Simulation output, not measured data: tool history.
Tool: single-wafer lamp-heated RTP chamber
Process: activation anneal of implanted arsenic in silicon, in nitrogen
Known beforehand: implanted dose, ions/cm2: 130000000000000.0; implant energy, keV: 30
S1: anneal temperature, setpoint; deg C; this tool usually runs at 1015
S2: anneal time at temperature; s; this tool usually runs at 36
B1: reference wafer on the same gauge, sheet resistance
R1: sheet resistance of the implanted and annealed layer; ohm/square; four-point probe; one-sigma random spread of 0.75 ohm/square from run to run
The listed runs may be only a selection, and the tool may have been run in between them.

run	hour	S1	S2	B1	R1
1	0.0	1015	44	526.56	505.34
2	15.0	1015	44	526.67	505.04
3	44.4	1015	44	526.70	505.28
4	66.3	1001	36	527.18	506.84
5	87.1	1032	44	527.43	504.44
6	117.7	1032	44	527.69	503.19
7	137.4	1032	44	527.78	503.88
8	150.7	1015	36	527.80	507.21
9	172.1	1015	36	528.01	507.51
10	196.2	1015	36	528.14	506.91
11	214.7	1015	28	528.38	509.10
12	235.3	1015	28	528.61	508.12
# hour 257.9: reflector plate cleaned
# hour 288.7: pyrometer window cleaned and pyrometer calibrated
13	289.2	1015	28	528.82	509.41
14	297.0	1015	36	529.14	508.38
15	317.0	1015	36	528.87	507.99
16	346.6	1015	36	529.37	509.22
17	359.8	1015	36	529.52	509.09
18	374.6	1015	36	529.63	508.99
19	407.0	1015	36	529.79	509.15
20	421.1	989	36	529.86	511.86
# hour 441.9: gauge calibrated
21	446.6	1041	26	522.05	500.32
22	477.5	1039	29	522.31	500.22
23	497.0	1003	36	522.10	503.58
24	513.6	988	36	522.73	504.23
25	527.3	1015	36	522.62	502.31
26	541.6	1015	36	522.95	502.03
27	572.0	1035	54	523.25	497.25
28	589.8	1000	45	523.21	503.17
29	615.4	1034	30	523.45	500.92
# hour 625.7: pyrometer window cleaned and pyrometer calibrated
30	642.0	1044	56	523.46	496.10
31	675.6	997	25	524.06	505.72
32	703.0	1025	25	523.99	503.31
# hour 723.3: reflector plate cleaned
33	723.8	991	23	524.18	507.23
34	753.6	1031	17	524.58	507.06
35	775.8	1015	36	524.71	502.28
36	800.5	1015	36	524.89	504.27
37	812.8	1027	36	524.96	501.99

Branching from run 37: 4 alternative next runs. What would each branch give?
A	813.2	1015	36	?	?
B	813.2	1015	50	?	?
C	813.2	1032	25	?	?
D	813.2	1006	15	?	?

run	B1	R1
A	524.98	503.92
B	524.98	502.01
C	524.98	503.92
D	524.98	508.28
The same runs, with their run-to-run variation unchanged, on a tool lacking any hidden condition would have given:
run	R1
A	501.11
B	499.21
C	501.11
D	505.44

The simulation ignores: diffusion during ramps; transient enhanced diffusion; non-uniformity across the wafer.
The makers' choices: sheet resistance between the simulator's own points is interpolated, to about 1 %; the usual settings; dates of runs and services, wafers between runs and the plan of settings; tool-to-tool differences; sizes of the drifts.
